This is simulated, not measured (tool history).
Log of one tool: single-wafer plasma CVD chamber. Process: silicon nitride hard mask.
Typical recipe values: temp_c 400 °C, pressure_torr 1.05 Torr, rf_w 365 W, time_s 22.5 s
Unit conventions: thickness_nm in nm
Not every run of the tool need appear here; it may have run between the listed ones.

run	hour	temp_c	pressure_torr	rf_w	time_s	read-back reference wafer on the same gauge, thickness_nm	thickness_nm
1	0.0	400	1.05	365	22.5	26.284	25.642
2	33.3	400	1.05	365	22.5	26.322	25.501
3	99.9	400	1.05	365	22.5	26.289	25.418
4	125.9	400	1.05	365	22.5	26.314	25.486
# hour 129.4: gauge calibrated
5	155.0	400	0.88	365	22.5	26.274	23.757
6	217.8	400	0.88	365	22.5	26.313	23.491
7	288.6	400	0.88	365	22.5	26.327	23.474
# hour 319.9: showerhead replaced
8	333.5	400	1.05	365	22.5	26.262	25.501
9	379.6	400	1.05	365	22.5	26.343	25.343
10	409.4	400	1.05	365	22.5	26.262	25.304
11	441.4	400	0.91	335	22.5	26.283	22.715
# hour 457.5: thermocouple changed; heater temperature recalibrated
12	467.4	411	1.15	340	25.2	26.296	28.112
13	503.9	409	1.05	365	22.5	26.352	25.131
14	546.3	391	0.88	335	24.0	26.304	24.164
15	606.0	407	1.22	365	22.5	26.304	26.495
16	664.1	392	1.05	435	20.0	26.316	24.592
# hour 725.3: capacitance manometer re-zeroed and calibrated
17	725.8	400	1.05	415	25.8	26.260	29.700
# hour 734.8: RF generator calibrated
18	761.2	414	0.89	400	22.5	26.282	24.468
19	806.7	414	1.05	295	22.5	26.319	22.452
20	856.6	414	1.28	420	18.1	26.293	23.488
21	902.3	400	1.05	365	22.5	26.303	25.119
22	930.0	387	1.20	410	20.5	26.272	25.518
23	990.9	405	0.92	340	24.7	26.260	24.728
24	1054.3	400	1.05	365	22.5	26.311	24.874
25	1084.8	400	1.05	365	19.4	26.274	21.459
26	1145.8	400	1.05	415	20.4	26.279	24.252
27	1206.2	395	0.83	365	20.3	26.300	20.156
28	1242.3	400	1.05	365	22.5	26.293	24.858
29	1271.6	400	1.05	365	22.5	26.297	24.882

List, for all runs, the conditions of the tool that the log does not record:
wafer temperature above the value expected at the setpoint (K): 0 in every run
gauge reads high (%): 0 in every run
H1: delivered RF power above the setpoint (%)
H2: true pressure above the setpoint (%)
run	H1	H2
1	-5.18	8.07
2	-5.46	8.1
3	-5.95	8.16
4	-6.12	8.19
5	-6.3	8.21
6	-6.64	8.27
7	-6.96	8.32
8	-7.14	8.35
9	-7.3	8.39
10	-7.4	8.41
11	-7.5	8.43
12	-7.57	8.44
13	-7.66	8.46
14	-7.76	8.49
15	-7.88	8.52
16	-7.99	8.55
17	-8.08	-0.449
18	-1.49	-0.115
19	-2.34	0.295
20	-3.16	0.72
21	-3.83	1.09
22	-4.2	1.3
23	-4.93	1.75
24	-5.58	2.19
25	-5.86	2.38
26	-6.36	2.76
27	-6.78	3.11
28	-7	3.3
29	-7.17	3.46
